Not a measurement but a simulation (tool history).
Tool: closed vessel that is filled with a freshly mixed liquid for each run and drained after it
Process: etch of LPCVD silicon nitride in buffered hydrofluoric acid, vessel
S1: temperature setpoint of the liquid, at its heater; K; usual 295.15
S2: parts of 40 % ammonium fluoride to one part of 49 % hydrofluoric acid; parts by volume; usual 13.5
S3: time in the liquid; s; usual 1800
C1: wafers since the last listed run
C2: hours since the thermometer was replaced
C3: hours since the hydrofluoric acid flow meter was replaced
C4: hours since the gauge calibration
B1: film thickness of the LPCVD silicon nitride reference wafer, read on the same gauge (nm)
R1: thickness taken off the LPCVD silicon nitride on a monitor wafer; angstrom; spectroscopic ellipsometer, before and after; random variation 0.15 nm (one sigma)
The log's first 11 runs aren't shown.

Run 12, hour 948.8: usual settings but S2 19 parts by volume; C1 1745; C2 179.6; C3 467.9; C4 182.9; B1 99.97. Result: R1 119.7 angstrom.
Run 13, hour 1028: usual settings but S1 297.65 K, S2 10.5 parts by volume, S3 1090 s; C1 3536; C2 258.8; C3 547.1; C4 262.1; B1 100.03. Result: R1 147.9 angstrom.
Run 14, hour 1131: usual settings; C1 4598; C2 361.8; C3 650.1; C4 365.1; B1 100. Result: R1 165 angstrom.
Run 15, hour 1193.9: usual settings but S1 297.65 K, S2 19 parts by volume, S3 1255 s; C1 2808; C2 424.7; C3 713; C4 428; B1 100. Result: R1 93.4 angstrom.
Run 16, hour 1273.5: usual settings; C1 3553; C2 504.3; C3 792.6; C4 507.6; B1 100. Result: R1 163.5 angstrom.
Run 17, hour 1330.9: usual settings but S1 297.65 K, S2 15.5 parts by volume, S3 1140 s; C1 2562; C2 561.7; C3 850; C4 565; B1 100.02. Result: R1 104.7 angstrom.
Run 18, hour 1405.4: usual settings but S1 299.15 K, S2 16 parts by volume; C1 3326; C2 636.2; C3 924.5; C4 639.5; B1 100. Result: R1 171.8 angstrom.
Run 19, hour 1488.7: usual settings but S1 299.65 K, S2 9 parts by volume, S3 1215 s; C1 3719; C2 719.5; C3 1007.8; C4 722.8; B1 100.02. Result: R1 202 angstrom.
Run 20, hour 1580.4: usual settings but S2 11 parts by volume; C1 4094; C2 811.2; C3 1099.5; C4 814.5; B1 99.97. Result: R1 197 angstrom.
Run 21, hour 1621.5: usual settings but S1 297.65 K, S3 2625 s; C1 1834; C2 852.3; C3 1140.6; C4 855.6; B1 99.99. Result: R1 266.8 angstrom.
At hour 1653.4: thermometer replaced.
Run 22, hour 1675: usual settings but S1 298.65 K, S2 16 parts by volume; C1 2343; C2 21.6; C3 1194.1; C4 909.1; B1 100. Result: R1 177.3 angstrom.
Run 23, hour 1754.6: usual settings but S2 19 parts by volume; C1 3553; C2 101.2; C3 1273.7; C4 988.7; B1 99.98. Result: R1 120.8 angstrom.
Run 24, hour 1823.1: usual settings; C1 3058; C2 169.7; C3 1342.2; C4 1057.2; B1 99.99. Result: R1 171.7 angstrom.
Run 25, hour 1887.3: usual settings but S1 299.65 K, S2 11.5 parts by volume; C1 2866; C2 233.9; C3 1406.4; C4 1121.4; B1 100.01. Result: R1 248.9 angstrom.
Run 26, hour 1972.1: usual settings; C1 3786; C2 318.7; C3 1491.2; C4 1206.2; B1 100. Result: R1 166.5 angstrom.
Run 27, hour 2064.6: usual settings but S1 292.15 K, S3 2865 s; C1 4129; C2 411.2; C3 1583.7; C4 1298.7; B1 99.99. Result: R1 223.4 angstrom.
Run 28, hour 2122.2: usual settings but S2 17 parts by volume, S3 2870 s; C1 2571; C2 468.8; C3 1641.3; C4 1356.3; B1 99.99. Result: R1 209.8 angstrom.
Run 29, hour 2165.2: usual settings; C1 1919; C2 511.8; C3 1684.3; C4 1399.3; B1 100.06. Result: R1 165.2 angstrom.
Run 30, hour 2206.1: usual settings but S1 298.15 K, S2 15.5 parts by volume, S3 745 s; C1 1826; C2 552.7; C3 1725.2; C4 1440.2; B1 100.02. Result: R1 70.5 angstrom.
Run 31, hour 2265.1: usual settings but S1 297.15 K, S2 10 parts by volume; C1 2634; C2 611.7; C3 1784.2; C4 1499.2; B1 100.03. Result: R1 247.5 angstrom.

Forecast each of these 5 alternatives for the next run:
Run A, hour 2266.2: usual settings; C1 49; C2 612.8; C3 1785.3; C4 1500.3; B1 ?. Result: R1 ?.
Run B, hour 2266.2: usual settings but S2 9 parts by volume, S3 2545 s; C1 49; C2 612.8; C3 1785.3; C4 1500.3; B1 ?. Result: R1 ?.
Run C, hour 2266.2: usual settings but S1 298.65 K; C1 49; C2 612.8; C3 1785.3; C4 1500.3; B1 ?. Result: R1 ?.
Run D, hour 2266.2: usual settings but S3 2645 s; C1 49; C2 612.8; C3 1785.3; C4 1500.3; B1 ?. Result: R1 ?.
Run E, hour 2266.2: usual settings but S1 296.65 K, S2 10.5 parts by volume, S3 1365 s; C1 49; C2 612.8; C3 1785.3; C4 1500.3; B1 ?. Result: R1 ?.

run   B1     R1
  A  100    165
  B  100  334.3
  C  100    200
  D  100  242.5
  E  100  173.8
Without the tool's hidden state the same runs would have given:
run     R1
  A  170.4
  B  345.2
  C  206.4
  D  250.4
  E  179.4

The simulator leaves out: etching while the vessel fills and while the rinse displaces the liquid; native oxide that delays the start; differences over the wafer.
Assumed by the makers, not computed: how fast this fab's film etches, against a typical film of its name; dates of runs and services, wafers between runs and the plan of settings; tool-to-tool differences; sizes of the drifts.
